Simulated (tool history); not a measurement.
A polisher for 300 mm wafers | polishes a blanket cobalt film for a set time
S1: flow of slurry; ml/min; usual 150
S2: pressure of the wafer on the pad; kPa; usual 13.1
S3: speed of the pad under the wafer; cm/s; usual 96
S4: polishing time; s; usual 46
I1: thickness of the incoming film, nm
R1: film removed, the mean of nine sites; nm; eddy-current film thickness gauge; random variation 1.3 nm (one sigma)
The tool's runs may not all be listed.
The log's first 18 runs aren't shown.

run 19 hour=257.7 | S1=150 S2=13.1 S3=96 S4=46 | I1=614.2 | R1=180.8
run 20 hour=264.6 | S1=150 S2=13.1 S3=96 S4=46 | I1=609.1 | R1=182.1
run 21 hour=277.4 | S1=150 S2=14.5 S3=96 S4=56 | I1=604.9 | R1=237.4
-- hour=284.0 slurry nozzle cleaned
run 22 hour=286.3 | S1=150 S2=13.1 S3=96 S4=46 | I1=610.4 | R1=178.8
run 23 hour=313.0 | S1=150 S2=13.1 S3=96 S4=46 | I1=608.7 | R1=181.1
run 24 hour=328.0 | S1=115 S2=16.5 S3=118 S4=61 | I1=609.5 | R1=333.7
-- hour=333.3 head pressure recalibrated
run 25 hour=336.9 | S1=150 S2=17.2 S3=82 S4=59 | I1=602.3 | R1=262.1
run 26 hour=342.9 | S1=185 S2=13.1 S3=96 S4=32 | I1=598.8 | R1=141.5
run 27 hour=353.0 | S1=170 S2=13.1 S3=64 S4=46 | I1=610.7 | R1=133.4
run 28 hour=360.5 | S1=150 S2=9.0 S3=96 S4=60 | I1=620.9 | R1=196.9
-- hour=402.8 worn pad replaced by a new one
run 29 hour=413.7 | S1=150 S2=13.1 S3=96 S4=53 | I1=611.5 | R1=218.9
run 30 hour=429.8 | S1=150 S2=13.1 S3=96 S4=39 | I1=608.0 | R1=161.3
run 31 hour=444.0 | S1=150 S2=13.1 S3=96 S4=35 | I1=607.5 | R1=144.6
run 32 hour=458.9 | S1=150 S2=17.2 S3=96 S4=51 | I1=619.3 | R1=258.7
run 33 hour=471.9 | S1=150 S2=8.3 S3=96 S4=46 | I1=606.9 | R1=139.1
run 34 hour=483.1 | S1=185 S2=13.1 S3=96 S4=32 | I1=601.7 | R1=135.7
run 35 hour=492.9 | S1=150 S2=13.1 S3=96 S4=36 | I1=620.6 | R1=146.7
run 36 hour=508.4 | S1=150 S2=11.7 S3=76 S4=51 | I1=610.4 | R1=151.5
run 37 hour=524.4 | S1=150 S2=11.0 S3=130 S4=46 | I1=603.2 | R1=224.4
run 38 hour=540.3 | S1=150 S2=9.7 S3=80 S4=46 | I1=617.4 | R1=126.7

3 ways to go on from here, each from the tool as it stands after run 38. What would each give?
run A hour=540.7 | S1=150 S2=13.1 S3=96 S4=46 | I1=602.1 | R1=?
run B hour=540.7 | S1=170 S2=10.3 S3=86 S4=39 | I1=602.1 | R1=?
run C hour=540.7 | S1=150 S2=9.7 S3=96 S4=30 | I1=602.1 | R1=?

run=A R1=185.5
run=B R1=122.7
run=C R1=98.5
Without the tool's hidden state the same runs would have given:
run=A R1=193.9
run=B R1=128.2
run=C R1=103.0
